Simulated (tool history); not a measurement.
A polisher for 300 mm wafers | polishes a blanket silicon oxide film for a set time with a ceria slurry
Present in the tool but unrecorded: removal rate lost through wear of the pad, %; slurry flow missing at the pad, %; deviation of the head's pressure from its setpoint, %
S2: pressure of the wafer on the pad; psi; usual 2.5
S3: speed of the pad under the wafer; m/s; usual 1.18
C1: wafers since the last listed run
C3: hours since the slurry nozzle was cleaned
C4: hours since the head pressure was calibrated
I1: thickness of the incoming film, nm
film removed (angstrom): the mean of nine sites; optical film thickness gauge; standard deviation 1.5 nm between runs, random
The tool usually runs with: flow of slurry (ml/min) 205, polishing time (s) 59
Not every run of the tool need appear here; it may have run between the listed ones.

{"run": 1, "hour": 0.0, "flow of slurry (ml/min)": 205, "S2": 2.5, "S3": 1.18, "polishing time (s)": 59, "C1": 0, "wafers polished on this pad": 409, "C3": 446.2, "C4": 1117.8, "I1": 1904, "film removed (angstrom)": 2012}
{"run": 2, "hour": 22.7, "flow of slurry (ml/min)": 205, "S2": 2.5, "S3": 1.18, "polishing time (s)": 59, "C1": 245, "wafers polished on this pad": 655, "C3": 468.9, "C4": 1140.5, "I1": 1904.1, "film removed (angstrom)": 1958}
{"hour": 29.0, "done": "worn pad replaced by a new one"}
{"run": 3, "hour": 53.0, "flow of slurry (ml/min)": 205, "S2": 2.5, "S3": 1.18, "polishing time (s)": 59, "C1": 284, "wafers polished on this pad": 260, "C3": 499.2, "C4": 1170.8, "I1": 1902.9, "film removed (angstrom)": 1995}
{"run": 4, "hour": 60.2, "flow of slurry (ml/min)": 205, "S2": 1.9, "S3": 1.18, "polishing time (s)": 59, "C1": 77, "wafers polished on this pad": 338, "C3": 506.4, "C4": 1178, "I1": 1901.4, "film removed (angstrom)": 1530}
{"run": 5, "hour": 72.0, "flow of slurry (ml/min)": 205, "S2": 1.9, "S3": 1.18, "polishing time (s)": 59, "C1": 127, "wafers polished on this pad": 466, "C3": 518.2, "C4": 1189.8, "I1": 1916.9, "film removed (angstrom)": 1550}
{"run": 6, "hour": 88.8, "flow of slurry (ml/min)": 205, "S2": 2.5, "S3": 1.18, "polishing time (s)": 59, "C1": 181, "wafers polished on this pad": 647, "C3": 535, "C4": 1206.6, "I1": 1879.9, "film removed (angstrom)": 1980}
{"hour": 97.9, "done": "head pressure recalibrated"}
{"run": 7, "hour": 99.9, "flow of slurry (ml/min)": 205, "S2": 2.5, "S3": 1.18, "polishing time (s)": 59, "C1": 98, "wafers polished on this pad": 746, "C3": 546.1, "C4": 2, "I1": 1893.3, "film removed (angstrom)": 1986}
{"hour": 104.0, "done": "worn pad replaced by a new one"}
{"run": 8, "hour": 106.4, "flow of slurry (ml/min)": 205, "S2": 2.5, "S3": 1.18, "polishing time (s)": 59, "C1": 27, "wafers polished on this pad": 25, "C3": 552.6, "C4": 8.5, "I1": 1913.3, "film removed (angstrom)": 2048}
{"run": 9, "hour": 120.8, "flow of slurry (ml/min)": 205, "S2": 2.5, "S3": 0.92, "polishing time (s)": 59, "C1": 155, "wafers polished on this pad": 181, "C3": 567, "C4": 22.9, "I1": 1889.3, "film removed (angstrom)": 1571}
{"run": 10, "hour": 132.8, "flow of slurry (ml/min)": 205, "S2": 2.5, "S3": 1.18, "polishing time (s)": 59, "C1": 129, "wafers polished on this pad": 311, "C3": 579, "C4": 34.9, "I1": 1896.4, "film removed (angstrom)": 2010}
{"run": 11, "hour": 141.6, "flow of slurry (ml/min)": 205, "S2": 2.5, "S3": 1.18, "polishing time (s)": 59, "C1": 95, "wafers polished on this pad": 406, "C3": 587.8, "C4": 43.7, "I1": 1866.7, "film removed (angstrom)": 2011}
{"run": 12, "hour": 151.5, "flow of slurry (ml/min)": 205, "S2": 2.5, "S3": 1.18, "polishing time (s)": 59, "C1": 107, "wafers polished on this pad": 513, "C3": 597.7, "C4": 53.6, "I1": 1903.1, "film removed (angstrom)": 1976}
{"run": 13, "hour": 160.8, "flow of slurry (ml/min)": 205, "S2": 2.2, "S3": 1.18, "polishing time (s)": 59, "C1": 100, "wafers polished on this pad": 614, "C3": 607, "C4": 62.9, "I1": 1909, "film removed (angstrom)": 1766}
{"hour": 176.4, "done": "worn pad replaced by a new one"}
{"run": 14, "hour": 176.9, "flow of slurry (ml/min)": 205, "S2": 2.5, "S3": 1.18, "polishing time (s)": 59, "C1": 131, "wafers polished on this pad": 5, "C3": 623.1, "C4": 79, "I1": 1913.4, "film removed (angstrom)": 2072}
{"hour": 180.9, "done": "slurry nozzle cleaned"}
{"run": 15, "hour": 183.1, "flow of slurry (ml/min)": 205, "S2": 2.5, "S3": 1.18, "polishing time (s)": 59, "C1": 56, "wafers polished on this pad": 62, "C3": 2.2, "C4": 85.2, "I1": 1930.4, "film removed (angstrom)": 2051}
{"run": 16, "hour": 194.8, "flow of slurry (ml/min)": 230, "S2": 2.5, "S3": 1.18, "polishing time (s)": 59, "C1": 126, "wafers polished on this pad": 188, "C3": 13.9, "C4": 96.9, "I1": 1909.4, "film removed (angstrom)": 2065}
{"run": 17, "hour": 206.7, "flow of slurry (ml/min)": 145, "S2": 2.1, "S3": 1.06, "polishing time (s)": 72, "C1": 128, "wafers polished on this pad": 317, "C3": 25.8, "C4": 108.8, "I1": 1921.1, "film removed (angstrom)": 1752}
{"run": 18, "hour": 215.3, "flow of slurry (ml/min)": 225, "S2": 2.5, "S3": 0.86, "polishing time (s)": 59, "C1": 93, "wafers polished on this pad": 410, "C3": 34.4, "C4": 117.4, "I1": 1870.6, "film removed (angstrom)": 1485}
{"hour": 256.6, "done": "worn pad replaced by a new one"}
{"run": 19, "hour": 257.1, "flow of slurry (ml/min)": 205, "S2": 2.5, "S3": 1.18, "polishing time (s)": 59, "C1": 409, "wafers polished on this pad": 5, "C3": 76.2, "C4": 159.2, "I1": 1923.7, "film removed (angstrom)": 2028}
{"run": 20, "hour": 266.9, "flow of slurry (ml/min)": 205, "S2": 1.7, "S3": 1.5, "polishing time (s)": 59, "C1": 106, "wafers polished on this pad": 111, "C3": 86, "C4": 169, "I1": 1891.8, "film removed (angstrom)": 1747}
{"run": 21, "hour": 283.7, "flow of slurry (ml/min)": 205, "S2": 2.8, "S3": 1.18, "polishing time (s)": 59, "C1": 181, "wafers polished on this pad": 293, "C3": 102.8, "C4": 185.8, "I1": 1874.6, "film removed (angstrom)": 2262}
{"run": 22, "hour": 292.9, "flow of slurry (ml/min)": 205, "S2": 2.5, "S3": 1.18, "polishing time (s)": 39, "C1": 99, "wafers polished on this pad": 393, "C3": 112, "C4": 195, "I1": 1940.8, "film removed (angstrom)": 1310}
{"run": 23, "hour": 303.4, "flow of slurry (ml/min)": 205, "S2": 2.5, "S3": 1.18, "polishing time (s)": 59, "C1": 113, "wafers polished on this pad": 507, "C3": 122.5, "C4": 205.5, "I1": 1874.2, "film removed (angstrom)": 1957}
{"run": 24, "hour": 316.4, "flow of slurry (ml/min)": 205, "S2": 2.5, "S3": 1.18, "polishing time (s)": 59, "C1": 140, "wafers polished on this pad": 647, "C3": 135.5, "C4": 218.5, "I1": 1912.5, "film removed (angstrom)": 1996}

Describe how what the log doesn't record of the tool's condition differs between the last listed run preceding each entry between runs and the first listed run following it.
Run 2 -> run 3: worn pad replaced by a new one (hour 29)
  removal rate lost through wear of the pad, %: 4.36 -> 2.88
  what was measured, less what the result would be without the hidden state, film removed (angstrom): -89 -> -59
Run 6 -> run 7: head pressure recalibrated (hour 97.9)
  removal rate lost through wear of the pad, %: 4.24 -> 4.39
  what was measured, less what the result would be without the hidden state, film removed (angstrom): -87 -> -91
Run 7 -> run 8: worn pad replaced by a new one (hour 104)
  removal rate lost through wear of the pad, %: 4.39 -> 0.802
  what was measured, less what the result would be without the hidden state, film removed (angstrom): -91 -> -17
Run 13 -> run 14: worn pad replaced by a new one (hour 176.4)
  removal rate lost through wear of the pad, %: 4.53 -> 0.359
  what was measured, less what the result would be without the hidden state, film removed (angstrom): -84 -> -8
Run 14 -> run 15: slurry nozzle cleaned (hour 180.9)
  removal rate lost through wear of the pad, %: 0.359 -> 1.34
  what was measured, less what the result would be without the hidden state, film removed (angstrom): -8 -> -28
Run 18 -> run 19: worn pad replaced by a new one (hour 256.6)
  removal rate lost through wear of the pad, %: 3.9 -> 0.999
  what was measured, less what the result would be without the hidden state, film removed (angstrom): -60 -> -21

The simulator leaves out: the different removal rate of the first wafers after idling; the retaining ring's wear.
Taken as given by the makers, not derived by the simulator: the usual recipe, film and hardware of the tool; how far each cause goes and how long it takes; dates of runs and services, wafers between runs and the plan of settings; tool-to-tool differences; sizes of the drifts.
